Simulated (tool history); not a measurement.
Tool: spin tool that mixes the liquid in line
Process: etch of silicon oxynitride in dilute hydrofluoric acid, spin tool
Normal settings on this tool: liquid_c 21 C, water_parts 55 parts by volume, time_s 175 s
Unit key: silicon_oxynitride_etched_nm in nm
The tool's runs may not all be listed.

| run | hour | liquid_c | water_parts | time_s | read-back film thickness of the silicon oxynitride reference wafer, read on the same gauge (nm) | silicon_oxynitride_etched_nm |
|---|---|---|---|---|---|---|
| 1 | 0 | 21 | 55 | 175 | 89.98 | 14.22 |
| 2 | 32.8 | 21 | 55 | 175 | 89.99 | 14.28 |
| 3 | 63.1 | 21 | 55 | 175 | 90.01 | 14.32 |
| 4 | 121.8 | 23 | 55 | 175 | 90 | 15.93 |
| 5 | 191.9 | 23 | 55 | 175 | 89.99 | 16.04 |
| 6 | 226.2 | 23 | 55 | 175 | 90.03 | 16.24 |
| 7 | 278.3 | 21 | 75 | 175 | 89.99 | 10.54 |
| 8 | 318.4 | 21 | 75 | 175 | 90 | 10.92 |
|  | 381.7 | gauge calibrated |
| 9 | 386.9 | 21 | 75 | 175 | 89.99 | 10.78 |
| 10 | 427.4 | 21 | 55 | 175 | 89.98 | 14.86 |
| 11 | 468.6 | 21 | 55 | 175 | 89.99 | 15.09 |
| 12 | 499.9 | 21 | 55 | 175 | 90.02 | 15.02 |
|  | 528.2 | hydrofluoric acid flow meter replaced |
| 13 | 552.9 | 21 | 55 | 175 | 90.01 | 13.7 |
| 14 | 589.6 | 21 | 55 | 175 | 90.02 | 13.81 |
|  | 590.9 | thermometer replaced |
| 15 | 654.5 | 21 | 75 | 175 | 90.01 | 8.92 |
| 16 | 725 | 17 | 30 | 115 | 90.02 | 12.49 |
| 17 | 760.9 | 26 | 30 | 210 | 90.01 | 35.84 |
| 18 | 817.5 | 24 | 40 | 90 | 90.01 | 10.43 |
| 19 | 860.6 | 21 | 40 | 175 | 90 | 17.37 |
| 20 | 924 | 23.5 | 35 | 175 | 90 | 22.99 |
| 21 | 950.8 | 17.5 | 55 | 240 | 90.02 | 14.64 |
| 22 | 1008.2 | 17 | 70 | 245 | 90.05 | 11.36 |
| 23 | 1125.4 | 21 | 55 | 175 | 89.98 | 13.01 |
| 24 | 1174 | 19.5 | 35 | 70 | 89.99 | 7.71 |
|  | 1219.2 | gauge calibrated |
| 25 | 1219.5 | 23.5 | 55 | 215 | 90.04 | 18.52 |

Branching from run 25: 3 alternative next runs. What would each branch give?
| A | 1220 | 21 | 80 | 175 | ? | ? |
| B | 1220 | 21 | 55 | 110 | ? | ? |
| C | 1220 | 19.5 | 35 | 95 | ? | ? |

| run | read-back film thickness of the silicon oxynitride reference wafer, read on the same gauge (nm) | silicon_oxynitride_etched_nm |
|---|---|---|
| A | 90.01 | 8.85 |
| B | 90.01 | 8.24 |
| C | 90.01 | 10.51 |
Take away the tool's hidden state, keep each run's random variation, and the runs would have read:
| run | silicon_oxynitride_etched_nm |
|---|---|
| A | 7.95 |
| B | 7.41 |
| C | 9.44 |
